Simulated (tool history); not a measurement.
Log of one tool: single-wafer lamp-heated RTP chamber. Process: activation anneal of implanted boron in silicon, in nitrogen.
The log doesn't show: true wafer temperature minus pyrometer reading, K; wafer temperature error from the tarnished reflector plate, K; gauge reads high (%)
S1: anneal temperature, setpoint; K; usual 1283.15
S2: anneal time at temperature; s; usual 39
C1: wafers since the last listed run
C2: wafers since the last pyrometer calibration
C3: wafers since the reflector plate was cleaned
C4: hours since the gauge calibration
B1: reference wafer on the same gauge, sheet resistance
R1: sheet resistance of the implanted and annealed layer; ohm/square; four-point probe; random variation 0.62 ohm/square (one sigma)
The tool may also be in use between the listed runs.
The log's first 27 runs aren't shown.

run	day	S1	S2	C1	C2	C3	C4	B1	R1
28	90.646	1257.15	61	1053	5709	11574	1106.5	137.86	124
# day 94.558: reflector plate cleaned
29	95.112	1271.15	39	2082	7792	279	1213.7	138.54	124.47
30	96.792	1283.15	39	846	8638	1126	1254	137.96	117.51
31	98.704	1271.15	57	963	9602	2089	1299.9	137.46	118.73
32	100.654	1267.15	26	982	10584	3072	1346.7	138.05	132.56
# day 101.725: pyrometer window cleaned and pyrometer calibrated
33	102.9	1301.15	55	963	591	4035	1400.6	138.32	98.37
34	106.446	1283.15	61	1786	2378	5822	1485.7	138.47	106.65
35	109.883	1263.15	25	1732	4110	7554	1568.2	138.05	132.35
36	113.983	1256.15	39	2065	6176	9620	1666.6	138.08	130.95

4 ways to go on from here, each from the tool as it stands after run 36. What would each give?
A	114	1283.15	39	8	6184	9628	1667	?	?
B	114	1259.15	57	8	6184	9628	1667	?	?
C	114	1300.15	55	8	6184	9628	1667	?	?
D	114	1257.15	26	8	6184	9628	1667	?	?

run	B1	R1
A	137.65	113.96
B	137.65	124.95
C	137.65	97.3
D	137.65	136.1
Without the tool's hidden state the same runs would have given:
run	R1
A	118.14
B	130.03
C	101.3
D	141.18
